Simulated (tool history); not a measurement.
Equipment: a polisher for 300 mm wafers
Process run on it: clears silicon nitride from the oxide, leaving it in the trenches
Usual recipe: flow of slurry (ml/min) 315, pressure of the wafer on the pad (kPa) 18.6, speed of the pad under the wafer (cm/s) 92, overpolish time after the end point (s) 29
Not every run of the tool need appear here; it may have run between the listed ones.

run	hour	flow of slurry (ml/min)	pressure of the wafer on the pad (kPa)	speed of the pad under the wafer (cm/s)	overpolish time after the end point (s)	incoming thickness of the incoming film, nm	time until the end point was called (s)
1	0.0	315	18.6	92	29	74.9	75.7
2	6.1	315	18.6	92	29	76.1	76.7
3	23.9	315	14.5	114	29	74.4	75.0
4	37.5	315	18.6	112	29	74.0	60.6
5	49.2	315	18.6	112	29	75.2	61.8
# hour 61.8: worn pad replaced by a new one
6	63.2	315	18.6	112	29	75.1	61.4
7	75.2	315	18.6	92	29	76.0	74.8
8	86.5	315	22.8	86	29	74.7	65.9
9	93.9	315	22.8	86	29	76.5	68.9
10	105.5	315	15.2	92	29	75.4	90.7
11	117.6	265	18.6	92	29	74.2	75.6
12	126.7	265	18.6	92	29	74.5	76.0
13	136.7	265	18.6	92	29	75.3	78.0
# hour 143.6: head pressure recalibrated
14	150.2	315	18.6	92	29	74.3	83.8
# hour 160.7: worn pad replaced by a new one
15	166.1	315	18.6	92	29	76.2	84.4
16	219.6	315	18.6	92	29	74.8	83.5
17	229.4	315	18.6	92	29	75.8	85.4
18	237.0	235	14.5	102	21	75.6	100.2
19	254.7	315	15.2	78	12	75.7	121.4
20	263.7	315	20.0	80	21	74.3	92.8
# hour 265.8: slurry nozzle cleaned
# hour 269.9: worn pad replaced by a new one
21	287.4	315	15.2	64	24	74.9	133.1
22	310.4	315	13.1	92	38	75.6	107.0
23	319.0	315	13.1	92	29	75.2	105.8
24	336.2	315	18.6	92	29	74.5	78.6
25	343.9	400	17.2	110	19	74.0	68.2
26	354.9	315	22.8	86	29	75.1	70.4
27	366.2	405	13.1	92	29	73.5	100.7
# hour 371.1: worn pad replaced by a new one
28	376.5	370	18.6	74	29	74.0	93.5
29	382.7	280	20.7	102	20	75.3	64.7
30	392.8	315	14.5	68	46	74.4	129.8
31	408.4	260	18.6	92	22	75.4	79.8
32	424.3	315	18.6	92	29	73.7	75.0
33	434.3	270	13.8	124	24	75.2	75.1

A few steps of time until the end point was called (s) between consecutive runs. Split each: what settings, incoming material and random variation would produce without the hidden state, and what is left over for the hidden state, along with gauge scatter present in only one of the two compared results (measured, and without hidden state):
Hidden state present: removal rate lost through wear of the pad, %; slurry flow missing at the pad, %; deviation of the head's pressure from its setpoint, %.
Run 13 -> 14: flow of slurry (ml/min) 265 -> 315, head pressure recalibrated. time until the end point was called (s) +5.8: hidden state +7.6, all else -1.8.
Run 17 -> 18: flow of slurry (ml/min) 315 -> 235, pressure of the wafer on the pad (kPa) 18.6 -> 14.5, speed of the pad under the wafer (cm/s) 92 -> 102, overpolish time after the end point (s) 29 -> 21. time until the end point was called (s) +14.8: hidden state +3.1, all else +11.7.
Run 20 -> 21: pressure of the wafer on the pad (kPa) 20.0 -> 15.2, speed of the pad under the wafer (cm/s) 80 -> 64, overpolish time after the end point (s) 21 -> 24, slurry nozzle cleaned, worn pad replaced by a new one. time until the end point was called (s) +40.3: hidden state -8.3, all else +48.6.
Run 29 -> 30: flow of slurry (ml/min) 280 -> 315, pressure of the wafer on the pad (kPa) 20.7 -> 14.5, speed of the pad under the wafer (cm/s) 102 -> 68, overpolish time after the end point (s) 20 -> 46. time until the end point was called (s) +65.1: hidden state -1.9, all else +67.0.
Run 30 -> 31: flow of slurry (ml/min) 315 -> 260, pressure of the wafer on the pad (kPa) 14.5 -> 18.6, speed of the pad under the wafer (cm/s) 68 -> 92, overpolish time after the end point (s) 46 -> 22. time until the end point was called (s) -50.0: hidden state +1.3, all else -51.3.
